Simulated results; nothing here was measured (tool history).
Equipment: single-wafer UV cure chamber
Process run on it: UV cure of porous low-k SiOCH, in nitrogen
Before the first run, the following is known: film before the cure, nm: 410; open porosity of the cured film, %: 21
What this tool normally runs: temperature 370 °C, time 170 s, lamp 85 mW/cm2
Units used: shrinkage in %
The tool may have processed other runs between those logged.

Run 1, hour 0.0: usual settings. Result: shrinkage 8.819 %.
Run 2, hour 90.4: usual settings. Result: shrinkage 8.704 %.
Run 3, hour 140.7: usual settings. Result: shrinkage 8.695 %.
At hour 151.5: quartz window cleaned.
Run 4, hour 208.5: usual settings. Result: shrinkage 9.035 %.
Run 5, hour 276.2: usual settings. Result: shrinkage 8.908 %.
Run 6, hour 342.1: usual settings. Result: shrinkage 8.750 %.
Run 7, hour 437.6: usual settings. Result: shrinkage 8.656 %.
Run 8, hour 525.2: usual settings. Result: shrinkage 8.489 %.
At hour 602.9: quartz window cleaned.
Run 9, hour 625.4: usual settings but temperature 357 °C. Result: shrinkage 8.492 %.
At hour 660.4: UV bulbs replaced.
Run 10, hour 662.3: usual settings but temperature 357 °C. Result: shrinkage 9.624 %.
Run 11, hour 755.7: usual settings but temperature 357 °C. Result: shrinkage 9.447 %.
Run 12, hour 808.3: usual settings but temperature 355 °C, time 125 s, lamp 48 mW/cm2. Result: shrinkage 5.583 %.
Run 13, hour 870.1: usual settings but time 230 s. Result: shrinkage 11.048 %.
Run 14, hour 957.3: usual settings. Result: shrinkage 9.462 %.
Run 15, hour 1040.8: usual settings but temperature 365 °C, time 200 s, lamp 108 mW/cm2. Result: shrinkage 11.207 %.
Run 16, hour 1113.1: usual settings but time 105 s, lamp 73 mW/cm2. Result: shrinkage 6.326 %.
At hour 1124.3: quartz window cleaned.
Run 17, hour 1165.5: usual settings but temperature 377 °C, time 130 s, lamp 107 mW/cm2. Result: shrinkage 9.663 %.
Run 18, hour 1219.9: usual settings but temperature 357 °C, time 120 s, lamp 73 mW/cm2. Result: shrinkage 7.034 %.
Run 19, hour 1274.0: usual settings but temperature 364 °C, time 145 s, lamp 54 mW/cm2. Result: shrinkage 6.578 %.
Run 20, hour 1364.1: usual settings but time 70 s, lamp 112 mW/cm2. Result: shrinkage 6.563 %.
Run 21, hour 1426.1: usual settings. Result: shrinkage 9.279 %.
Run 22, hour 1509.0: usual settings but temperature 362 °C. Result: shrinkage 9.076 %.

The tool's hidden state at each run:
H1: lamp output below its setpoint, %
H2: transmission lost against a clean window, %
run    H1     H2
  1  15.5   8.12
  2  16.3     10
  3  16.7   11.1
  4  17.4   3.67
  5    18   5.08
  6  18.6   6.46
  7  19.5   8.45
  8  20.3   10.3
  9  21.2  0.899
 10  2.43   1.67
 11  3.28   3.62
 12  3.77   4.72
 13  4.33   6.01
 14  5.14   7.84
 15   5.9   9.58
 16  6.57   11.1
 17  7.05   1.91
 18  7.55   3.05
 19  8.04   4.18
 20  8.87   6.06
 21  9.44   7.36
 22  10.2   9.09

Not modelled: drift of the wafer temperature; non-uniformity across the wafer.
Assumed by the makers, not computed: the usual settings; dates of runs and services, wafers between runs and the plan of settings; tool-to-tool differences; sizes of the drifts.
